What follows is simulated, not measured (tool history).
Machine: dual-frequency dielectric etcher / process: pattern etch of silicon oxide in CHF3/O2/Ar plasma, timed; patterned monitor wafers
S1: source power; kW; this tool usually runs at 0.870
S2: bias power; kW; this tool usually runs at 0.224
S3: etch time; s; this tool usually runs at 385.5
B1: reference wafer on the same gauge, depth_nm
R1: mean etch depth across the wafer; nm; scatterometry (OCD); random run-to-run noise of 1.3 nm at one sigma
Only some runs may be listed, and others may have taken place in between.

run   hour     S1     S2     S3     B1     R1
  1    0.0  0.870  0.224  385.5  893.0  893.2
  2   53.4  0.870  0.224  385.5  893.1  892.9
  3   78.5  0.870  0.197  385.5  893.3  836.7
  4  104.2  0.870  0.197  385.5  892.4  839.3
  5  149.7  0.870  0.197  385.5  892.9  838.9
  6  174.0  0.870  0.224  385.5  893.1  896.0
     265.2  -- upper electrode replaced
     267.5  -- gauge calibrated
  7  367.1  0.870  0.224  385.5  892.7  903.4
  8  399.5  0.980  0.224  326.5  893.0  808.5
     414.6  -- bias power generator calibrated
  9  450.5  0.750  0.251  339.5  893.0  790.8
 10  495.4  0.780  0.224  385.5  892.6  866.4
     543.9  -- source power generator calibrated
 11  567.4  0.670  0.277  385.5  892.7  900.1

The next listed run, before its measurement:
     598.5  -- wet clean of the chamber
 12  605.1  0.870  0.205  454.0   ?   ?

Run 12 gave B1 893.3, R1 1003.5 nm.
The same run, on a tool lacking any hidden state, would have yielded R1 1001.9 nm.
